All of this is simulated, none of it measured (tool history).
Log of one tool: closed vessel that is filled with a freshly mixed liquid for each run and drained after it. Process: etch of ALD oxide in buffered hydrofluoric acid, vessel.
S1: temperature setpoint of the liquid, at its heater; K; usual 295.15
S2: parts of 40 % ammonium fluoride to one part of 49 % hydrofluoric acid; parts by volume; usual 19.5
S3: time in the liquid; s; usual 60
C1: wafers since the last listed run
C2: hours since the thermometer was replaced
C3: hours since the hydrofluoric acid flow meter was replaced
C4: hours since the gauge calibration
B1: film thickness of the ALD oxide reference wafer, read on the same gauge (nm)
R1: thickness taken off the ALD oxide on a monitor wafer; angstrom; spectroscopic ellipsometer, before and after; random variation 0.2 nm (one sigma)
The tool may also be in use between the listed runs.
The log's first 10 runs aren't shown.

run    hour      S1    S2  S3     C1      C2      C3      C4      B1      R1
      759.6  -- hydrofluoric acid flow meter replaced
 11   808.0  295.15  19.5  60  10413  1609.3    48.4  2025.0  140.05   543.3
 12   909.3  295.15  19.5  60  11947  1710.6   149.7  2126.3  140.06   542.4
 13   984.2  295.15  19.5  60   8833  1785.5   224.6  2201.2  140.03   545.2
 14  1050.7  295.15  19.5  60   7842  1852.0   291.1  2267.7  139.95   548.7
     1064.3  -- thermometer replaced
 15  1155.2  295.15  14.5  60  12206    90.9   395.6  2372.2  139.99   719.0
 16  1198.7  295.15  23.0  60   5130   134.4   439.1  2415.7  140.00   474.5
 17  1253.7  297.65  19.5  60   6486   189.4   494.1  2470.7  140.01   612.6
 18  1315.1  295.15  11.5  80   7241   250.8   555.5  2532.1  139.98  1203.3
 19  1381.8  296.65  19.5  60   7866   317.5   622.2  2598.8  139.99   581.3
 20  1486.4  291.65  15.5  75  12336   422.1   726.8  2703.4  139.99   692.2
 21  1590.7  290.65  19.5  85  12300   526.4   831.1  2807.7  140.01   591.5
 22  1647.6  295.15  19.5  60   6710   583.3   888.0  2864.6  139.99   533.6
 23  1694.1  295.15  24.0  50   5484   629.8   934.5  2911.1  139.97   389.1
     1717.9  -- gauge calibrated
 24  1876.6  298.65  16.0  45  21523   812.3  1117.0   158.7  139.99   594.8
 25  1949.1  295.15  19.5  85   8550   884.8  1189.5   231.2  140.02   763.6
 26  2041.9  295.15  23.5  35  10944   977.6  1282.3   324.0  139.97   277.5
 27  2114.4  298.15  24.5  95   8550  1050.1  1354.8   396.5  140.00   860.4
 28  2172.1  295.15  26.0  60   6805  1107.8  1412.5   454.2  140.01   439.1
 29  2279.4  295.15  27.5  60  12654  1215.1  1519.8   561.5  140.00   423.2
 30  2324.4  299.15  17.0  70   5307  1260.1  1564.8   606.5  139.99   904.5
 31  2419.2  295.15  19.5  60  11180  1354.9  1659.6   701.3  140.01   544.2
 32  2527.1  295.15  19.5  60  12725  1462.8  1767.5   809.2  139.98   544.2
 33  2577.6  296.65  17.0  60   5955  1513.3  1818.0   859.7  139.98   672.9
 34  2636.1  291.65  15.0  30   6899  1571.8  1876.5   918.2  139.95   288.6

4 ways to go on from here, each from the tool as it stands after run 34. What would each give?
  A  2636.8  295.15  19.5  30  82  1572.5  1877.2  918.9   ?   ?
  B  2636.8  292.15  25.0  80  82  1572.5  1877.2  918.9   ?   ?
  C  2636.8  295.15  22.5  85  82  1572.5  1877.2  918.9   ?   ?
  D  2636.8  298.65  14.0  40  82  1572.5  1877.2  918.9   ?   ?

run      B1     R1
  A  140.07  270.6
  B  140.07  510.2
  C  140.07  689.4
  D  140.07  605.2
Without the tool's hidden state the same runs would have given:
run     R1
  A  265.2
  B  499.9
  C  675.8
  D  593.5
